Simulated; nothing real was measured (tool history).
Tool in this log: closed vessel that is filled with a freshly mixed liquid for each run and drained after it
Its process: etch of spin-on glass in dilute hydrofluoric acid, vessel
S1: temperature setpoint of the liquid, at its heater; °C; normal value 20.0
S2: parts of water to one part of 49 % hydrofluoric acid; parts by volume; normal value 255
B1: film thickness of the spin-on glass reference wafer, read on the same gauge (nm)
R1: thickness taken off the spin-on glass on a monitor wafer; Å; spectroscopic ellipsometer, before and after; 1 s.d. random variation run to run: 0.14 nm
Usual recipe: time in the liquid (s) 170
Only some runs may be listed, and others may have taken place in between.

{"run": 1, "hour": 0.0, "S1": 22.5, "S2": 255, "time in the liquid (s)": 170, "B1": 71.74, "R1": 216.6}
{"run": 2, "hour": 55.6, "S1": 18.0, "S2": 255, "time in the liquid (s)": 170, "B1": 72.05, "R1": 182.7}
{"hour": 61.7, "done": "gauge calibrated"}
{"run": 3, "hour": 114.8, "S1": 18.0, "S2": 255, "time in the liquid (s)": 170, "B1": 69.82, "R1": 177.9}
{"run": 4, "hour": 140.3, "S1": 20.0, "S2": 255, "time in the liquid (s)": 170, "B1": 69.81, "R1": 190.9}
{"run": 5, "hour": 181.4, "S1": 20.0, "S2": 255, "time in the liquid (s)": 170, "B1": 69.89, "R1": 191.8}
{"run": 6, "hour": 240.9, "S1": 20.0, "S2": 255, "time in the liquid (s)": 170, "B1": 69.95, "R1": 189.7}
{"run": 7, "hour": 282.1, "S1": 20.0, "S2": 255, "time in the liquid (s)": 170, "B1": 70.01, "R1": 191.9}
{"run": 8, "hour": 336.6, "S1": 17.0, "S2": 215, "time in the liquid (s)": 170, "B1": 70.15, "R1": 210.5}
{"run": 9, "hour": 364.5, "S1": 17.0, "S2": 215, "time in the liquid (s)": 170, "B1": 70.24, "R1": 212.6}
{"run": 10, "hour": 413.6, "S1": 17.0, "S2": 215, "time in the liquid (s)": 170, "B1": 70.37, "R1": 213.9}
{"run": 11, "hour": 441.5, "S1": 20.0, "S2": 190, "time in the liquid (s)": 200, "B1": 70.48, "R1": 325.6}
{"run": 12, "hour": 472.1, "S1": 20.0, "S2": 255, "time in the liquid (s)": 170, "B1": 70.57, "R1": 192.5}
{"hour": 490.8, "done": "hydrofluoric acid flow meter replaced"}
{"run": 13, "hour": 541.9, "S1": 23.0, "S2": 195, "time in the liquid (s)": 170, "B1": 70.87, "R1": 300.5}
{"run": 14, "hour": 601.6, "S1": 22.5, "S2": 315, "time in the liquid (s)": 170, "B1": 71.13, "R1": 162.5}
{"hour": 605.7, "done": "thermometer replaced"}
{"hour": 615.7, "done": "gauge calibrated"}
{"run": 15, "hour": 662.6, "S1": 20.0, "S2": 170, "time in the liquid (s)": 130, "B1": 70.27, "R1": 240.9}
{"run": 16, "hour": 711.2, "S1": 24.0, "S2": 155, "time in the liquid (s)": 85, "B1": 70.26, "R1": 204.1}
{"run": 17, "hour": 757.8, "S1": 20.0, "S2": 255, "time in the liquid (s)": 170, "B1": 70.33, "R1": 192.9}
{"run": 18, "hour": 820.9, "S1": 18.5, "S2": 290, "time in the liquid (s)": 170, "B1": 70.42, "R1": 158.6}
{"run": 19, "hour": 882.4, "S1": 20.0, "S2": 255, "time in the liquid (s)": 170, "B1": 70.56, "R1": 193.5}
{"run": 20, "hour": 911.5, "S1": 22.0, "S2": 255, "time in the liquid (s)": 110, "B1": 70.65, "R1": 135.7}
{"run": 21, "hour": 980.6, "S1": 20.0, "S2": 170, "time in the liquid (s)": 170, "B1": 70.86, "R1": 320.1}
{"run": 22, "hour": 1050.0, "S1": 24.0, "S2": 180, "time in the liquid (s)": 170, "B1": 71.14, "R1": 347.6}
{"run": 23, "hour": 1157.9, "S1": 17.0, "S2": 185, "time in the liquid (s)": 170, "B1": 71.6, "R1": 259.2}

4 ways to go on from here, each from the tool as it stands after run 23. What would each give?
{"run": "A", "hour": 1158.6, "S1": 20.0, "S2": 255, "time in the liquid (s)": 170, "B1": "?", "R1": "?"}
{"run": "B", "hour": 1158.6, "S1": 17.0, "S2": 170, "time in the liquid (s)": 145, "B1": "?", "R1": "?"}
{"run": "C", "hour": 1158.6, "S1": 22.0, "S2": 140, "time in the liquid (s)": 210, "B1": "?", "R1": "?"}
{"run": "D", "hour": 1158.6, "S1": 22.0, "S2": 320, "time in the liquid (s)": 115, "B1": "?", "R1": "?"}

run=A B1=71.59 R1=195.9
run=B B1=71.59 R1=241.5
run=C B1=71.59 R1=534.6
run=D B1=71.59 R1=107.0
Stripped of hidden state, with their random variation kept, the same runs would have yielded:
run=A R1=191.6
run=B R1=236.1
run=C R1=522.8
run=D R1=104.6
